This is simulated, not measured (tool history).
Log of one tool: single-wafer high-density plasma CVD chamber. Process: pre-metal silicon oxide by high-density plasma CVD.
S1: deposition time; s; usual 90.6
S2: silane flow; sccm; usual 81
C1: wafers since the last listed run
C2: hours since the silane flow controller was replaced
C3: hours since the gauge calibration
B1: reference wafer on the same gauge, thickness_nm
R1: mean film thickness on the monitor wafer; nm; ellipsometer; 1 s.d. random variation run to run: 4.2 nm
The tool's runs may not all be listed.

run 1 hour=0.0 | S1=99.2 S2=81 | C1=0 C2=938.8 C3=8.9 | B1=820.291 | R1=879.299
run 2 hour=67.0 | S1=83.1 S2=81 | C1=1053 C2=1005.8 C3=75.9 | B1=820.365 | R1=736.531
run 3 hour=116.5 | S1=83.1 S2=81 | C1=778 C2=1055.3 C3=125.4 | B1=821.527 | R1=739.781
run 4 hour=176.5 | S1=90.6 S2=81 | C1=943 C2=1115.3 C3=185.4 | B1=820.053 | R1=804.440
run 5 hour=223.4 | S1=90.6 S2=81 | C1=737 C2=1162.2 C3=232.3 | B1=822.033 | R1=797.236
run 6 hour=247.4 | S1=90.6 S2=81 | C1=377 C2=1186.2 C3=256.3 | B1=820.191 | R1=806.848
run 7 hour=299.6 | S1=90.6 S2=81 | C1=820 C2=1238.4 C3=308.5 | B1=819.828 | R1=805.223
run 8 hour=360.7 | S1=90.6 S2=81 | C1=960 C2=1299.5 C3=369.6 | B1=820.486 | R1=805.418
run 9 hour=510.2 | S1=90.6 S2=81 | C1=2350 C2=1449.0 C3=519.1 | B1=821.236 | R1=806.815
run 10 hour=579.0 | S1=90.6 S2=81 | C1=1081 C2=1517.8 C3=587.9 | B1=821.109 | R1=805.944
run 11 hour=615.3 | S1=90.6 S2=81 | C1=570 C2=1554.1 C3=624.2 | B1=822.163 | R1=809.972
run 12 hour=661.0 | S1=90.6 S2=81 | C1=718 C2=1599.8 C3=669.9 | B1=820.819 | R1=800.487
run 13 hour=707.6 | S1=90.6 S2=81 | C1=732 C2=1646.4 C3=716.5 | B1=818.514 | R1=801.878
run 14 hour=776.2 | S1=76.5 S2=71 | C1=1078 C2=1715.0 C3=785.1 | B1=819.438 | R1=596.311
run 15 hour=822.2 | S1=90.6 S2=81 | C1=723 C2=1761.0 C3=831.1 | B1=821.243 | R1=810.404
run 16 hour=876.6 | S1=84.1 S2=76 | C1=855 C2=1815.4 C3=885.5 | B1=819.967 | R1=704.996
run 17 hour=919.8 | S1=84.1 S2=76 | C1=679 C2=1858.6 C3=928.7 | B1=821.204 | R1=703.113
run 18 hour=950.1 | S1=90.6 S2=73 | C1=476 C2=1888.9 C3=959.0 | B1=820.593 | R1=728.731
run 19 hour=998.5 | S1=77.2 S2=81 | C1=761 C2=1937.3 C3=1007.4 | B1=819.296 | R1=695.884
run 20 hour=1025.3 | S1=90.6 S2=81 | C1=421 C2=1964.1 C3=1034.2 | B1=819.452 | R1=806.879
run 21 hour=1094.1 | S1=90.6 S2=81 | C1=1081 C2=2032.9 C3=1103.0 | B1=819.511 | R1=809.055
run 22 hour=1140.1 | S1=90.6 S2=81 | C1=723 C2=2078.9 C3=1149.0 | B1=821.386 | R1=802.696
run 23 hour=1181.1 | S1=90.6 S2=81 | C1=644 C2=2119.9 C3=1190.0 | B1=820.413 | R1=808.105
run 24 hour=1237.8 | S1=90.6 S2=87 | C1=891 C2=2176.6 C3=1246.7 | B1=819.271 | R1=869.981
run 25 hour=1309.6 | S1=83.1 S2=81 | C1=1129 C2=2248.4 C3=1318.5 | B1=819.368 | R1=746.270
-- hour=1323.1 gauge calibrated
run 26 hour=1368.4 | S1=75.3 S2=86 | C1=924 C2=2307.2 C3=45.3 | B1=819.557 | R1=704.581
run 27 hour=1429.3 | S1=90.6 S2=81 | C1=957 C2=2368.1 C3=106.2 | B1=819.138 | R1=800.472
run 28 hour=1496.0 | S1=96.2 S2=91 | C1=1048 C2=2434.8 C3=172.9 | B1=821.802 | R1=963.212
run 29 hour=1529.4 | S1=90.6 S2=81 | C1=525 C2=2468.2 C3=206.3 | B1=819.902 | R1=807.781
run 30 hour=1575.4 | S1=83.9 S2=76 | C1=723 C2=2514.2 C3=252.3 | B1=818.733 | R1=699.802
run 31 hour=1646.1 | S1=104.6 S2=86 | C1=1111 C2=2584.9 C3=323.0 | B1=819.239 | R1=992.903
run 32 hour=1712.6 | S1=90.6 S2=76 | C1=1045 C2=2651.4 C3=389.5 | B1=820.770 | R1=762.653
run 33 hour=1767.7 | S1=90.6 S2=69 | C1=866 C2=2706.5 C3=444.6 | B1=816.802 | R1=691.627
-- hour=1781.5 silane flow controller replaced
run 34 hour=1797.5 | S1=100.4 S2=93 | C1=342 C2=16.0 C3=474.4 | B1=818.993 | R1=1023.602
run 35 hour=1842.9 | S1=90.6 S2=97 | C1=713 C2=61.4 C3=519.8 | B1=817.262 | R1=961.650
run 36 hour=1881.6 | S1=90.6 S2=81 | C1=608 C2=100.1 C3=558.5 | B1=819.933 | R1=804.268
run 37 hour=1928.2 | S1=78.3 S2=66 | C1=732 C2=146.7 C3=605.1 | B1=819.307 | R1=571.202
run 38 hour=1959.6 | S1=90.6 S2=81 | C1=493 C2=178.1 C3=636.5 | B1=818.964 | R1=805.391
run 39 hour=1986.0 | S1=73.1 S2=81 | C1=415 C2=204.5 C3=662.9 | B1=820.852 | R1=656.207
run 40 hour=2024.0 | S1=102.4 S2=72 | C1=597 C2=242.5 C3=700.9 | B1=820.822 | R1=809.892
run 41 hour=2091.2 | S1=98.8 S2=96 | C1=1056 C2=309.7 C3=768.1 | B1=821.829 | R1=1043.213
run 42 hour=2119.0 | S1=95.9 S2=71 | C1=437 C2=337.5 C3=795.9 | B1=820.968 | R1=749.493
run 43 hour=2159.0 | S1=80.6 S2=87 | C1=628 C2=377.5 C3=835.9 | B1=819.610 | R1=768.034
run 44 hour=2216.2 | S1=90.6 S2=71 | C1=899 C2=434.7 C3=893.1 | B1=820.991 | R1=704.647
run 45 hour=2270.4 | S1=90.6 S2=81 | C1=852 C2=488.9 C3=947.3 | B1=819.719 | R1=812.905
run 46 hour=2300.4 | S1=106.3 S2=93 | C1=471 C2=518.9 C3=977.3 | B1=817.914 | R1=1081.997

4 options for the next run, each taken on its own from the tool as it stands now. Forecast them:
run A hour=2300.8 | S1=90.6 S2=65 | C1=6 C2=519.3 C3=977.7 | B1=? | R1=?
run B hour=2300.8 | S1=76.6 S2=81 | C1=6 C2=519.3 C3=977.7 | B1=? | R1=?
run C hour=2300.8 | S1=84.2 S2=77 | C1=6 C2=519.3 C3=977.7 | B1=? | R1=?
run D hour=2300.8 | S1=104.9 S2=70 | C1=6 C2=519.3 C3=977.7 | B1=? | R1=?

run=A B1=819.528 R1=651.504
run=B B1=819.528 R1=686.419
run=C B1=819.528 R1=717.263
run=D B1=819.528 R1=812.361
The same runs, with their run-to-run variation unchanged, on a tool lacking any hidden condition would have given:
run=A R1=651.504
run=B R1=686.419
run=C R1=717.263
run=D R1=812.361
